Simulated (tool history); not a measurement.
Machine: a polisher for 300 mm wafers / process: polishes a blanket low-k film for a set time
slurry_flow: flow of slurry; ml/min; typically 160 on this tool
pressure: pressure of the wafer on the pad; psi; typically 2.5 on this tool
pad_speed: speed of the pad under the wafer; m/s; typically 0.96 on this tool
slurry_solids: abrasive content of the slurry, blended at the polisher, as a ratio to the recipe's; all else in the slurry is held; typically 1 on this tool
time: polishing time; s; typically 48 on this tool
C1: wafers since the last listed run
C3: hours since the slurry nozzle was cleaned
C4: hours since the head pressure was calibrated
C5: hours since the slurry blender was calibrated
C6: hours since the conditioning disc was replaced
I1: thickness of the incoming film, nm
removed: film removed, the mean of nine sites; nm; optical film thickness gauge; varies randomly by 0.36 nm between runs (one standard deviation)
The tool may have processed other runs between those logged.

run 1 hour=0 | slurry_flow=160 pressure=2.5 pad_speed=0.96 slurry_solids=1.1 time=48 | C1=0 wafers_polished_on_this_pad=1059 C3=92.2 C4=554.6 C5=60.1 C6=39.1 | I1=460.5 | removed=26.3
run 2 hour=56.5 | slurry_flow=160 pressure=2.5 pad_speed=0.96 slurry_solids=1.1 time=48 | C1=873 wafers_polished_on_this_pad=1932 C3=148.7 C4=611.1 C5=116.6 C6=95.6 | I1=462.7 | removed=26.1
run 3 hour=120.9 | slurry_flow=160 pressure=2.5 pad_speed=0.96 slurry_solids=1.1 time=48 | C1=995 wafers_polished_on_this_pad=2928 C3=213.1 C4=675.5 C5=181 C6=160 | I1=458.6 | removed=25
-- hour=146.6 conditioning disc replaced and pad reconditioned
-- hour=159.9 slurry blender recalibrated
-- hour=176.6 worn pad replaced by a new one
run 4 hour=210.8 | slurry_flow=160 pressure=2.5 pad_speed=0.96 slurry_solids=1 time=48 | C1=1266 wafers_polished_on_this_pad=528 C3=303 C4=765.4 C5=50.9 C6=64.2 | I1=459.7 | removed=24.8
-- hour=248.4 slurry nozzle cleaned
run 5 hour=257 | slurry_flow=185 pressure=2.5 pad_speed=0.96 slurry_solids=1 time=48 | C1=698 wafers_polished_on_this_pad=1227 C3=8.6 C4=811.6 C5=97.1 C6=110.4 | I1=459.4 | removed=25.3
-- hour=344.7 conditioning disc replaced and pad reconditioned
run 6 hour=358.8 | slurry_flow=185 pressure=2.5 pad_speed=0.96 slurry_solids=1 time=48 | C1=1543 wafers_polished_on_this_pad=2770 C3=110.4 C4=913.4 C5=198.9 C6=14.1 | I1=459.4 | removed=23.2
-- hour=403.7 slurry blender recalibrated
run 7 hour=414.5 | slurry_flow=185 pressure=2.5 pad_speed=0.96 slurry_solids=1 time=48 | C1=830 wafers_polished_on_this_pad=3600 C3=166.1 C4=969.1 C5=10.8 C6=69.8 | I1=468.9 | removed=24.9
-- hour=423.9 worn pad replaced by a new one
run 8 hour=461.5 | slurry_flow=175 pressure=2.5 pad_speed=0.96 slurry_solids=1 time=42 | C1=664 wafers_polished_on_this_pad=581 C3=213.1 C4=1016.1 C5=57.8 C6=116.8 | I1=459.9 | removed=22.1
-- hour=543.4 slurry nozzle cleaned
-- hour=551.3 conditioning disc replaced and pad reconditioned
run 9 hour=551.8 | slurry_flow=160 pressure=2.5 pad_speed=0.96 slurry_solids=1 time=35 | C1=1349 wafers_polished_on_this_pad=1931 C3=8.4 C4=1106.4 C5=148.1 C6=0.5 | I1=461 | removed=17.6
-- hour=616.9 worn pad replaced by a new one, of another model than before
-- hour=643.6 slurry blender recalibrated
run 10 hour=719.3 | slurry_flow=160 pressure=2.5 pad_speed=0.96 slurry_solids=1 time=48 | C1=2496 wafers_polished_on_this_pad=1552 C3=175.9 C4=1273.9 C5=75.7 C6=168 | I1=456.5 | removed=24.8
-- hour=786.9 head pressure recalibrated
-- hour=797 slurry nozzle cleaned
-- hour=800 conditioning disc replaced and pad reconditioned
-- hour=802.8 worn pad replaced by a new one
run 11 hour=833.8 | slurry_flow=160 pressure=2.5 pad_speed=0.96 slurry_solids=1.1 time=48 | C1=1650 wafers_polished_on_this_pad=479 C3=36.8 C4=46.9 C5=190.2 C6=33.8 | I1=464.1 | removed=24.7
-- hour=885.6 slurry blender recalibrated
run 12 hour=916.2 | slurry_flow=160 pressure=1.7 pad_speed=0.96 slurry_solids=0.9 time=42 | C1=1243 wafers_polished_on_this_pad=1723 C3=119.2 C4=129.3 C5=30.6 C6=116.2 | I1=459 | removed=17
-- hour=997.6 worn pad replaced by a new one
run 13 hour=1009.3 | slurry_flow=200 pressure=2.5 pad_speed=0.84 slurry_solids=1 time=53 | C1=1377 wafers_polished_on_this_pad=180 C3=212.3 C4=222.4 C5=123.7 C6=209.3 | I1=461.4 | removed=26
-- hour=1015.5 conditioning disc replaced and pad reconditioned
-- hour=1060.5 slurry nozzle cleaned
run 14 hour=1091.4 | slurry_flow=160 pressure=1.6 pad_speed=0.8 slurry_solids=1.25 time=55 | C1=1222 wafers_polished_on_this_pad=1403 C3=30.9 C4=304.5 C5=205.8 C6=75.9 | I1=465.5 | removed=21.9

What the log doesn't show, run by run:
removal rate lost through wear of the pad, %: 0 on each run
slurry flow missing at the pad, %: 0 on each run
deviation of the head's pressure from its setpoint, %: 0 on each run
time polished since the conditioner stopped cutting, s: 0 on each run
H1: abrasive missing from the slurry, %
run=1 H1=2.01
run=2 H1=4.52
run=3 H1=9.32
run=4 H1=1.39
run=5 H1=3.11
run=6 H1=10.7
run=7 H1=1.82
run=8 H1=2.63
run=9 H1=7.29
run=10 H1=3.49
run=11 H1=11.1
run=12 H1=1.23
run=13 H1=4.84
run=14 H1=11.6

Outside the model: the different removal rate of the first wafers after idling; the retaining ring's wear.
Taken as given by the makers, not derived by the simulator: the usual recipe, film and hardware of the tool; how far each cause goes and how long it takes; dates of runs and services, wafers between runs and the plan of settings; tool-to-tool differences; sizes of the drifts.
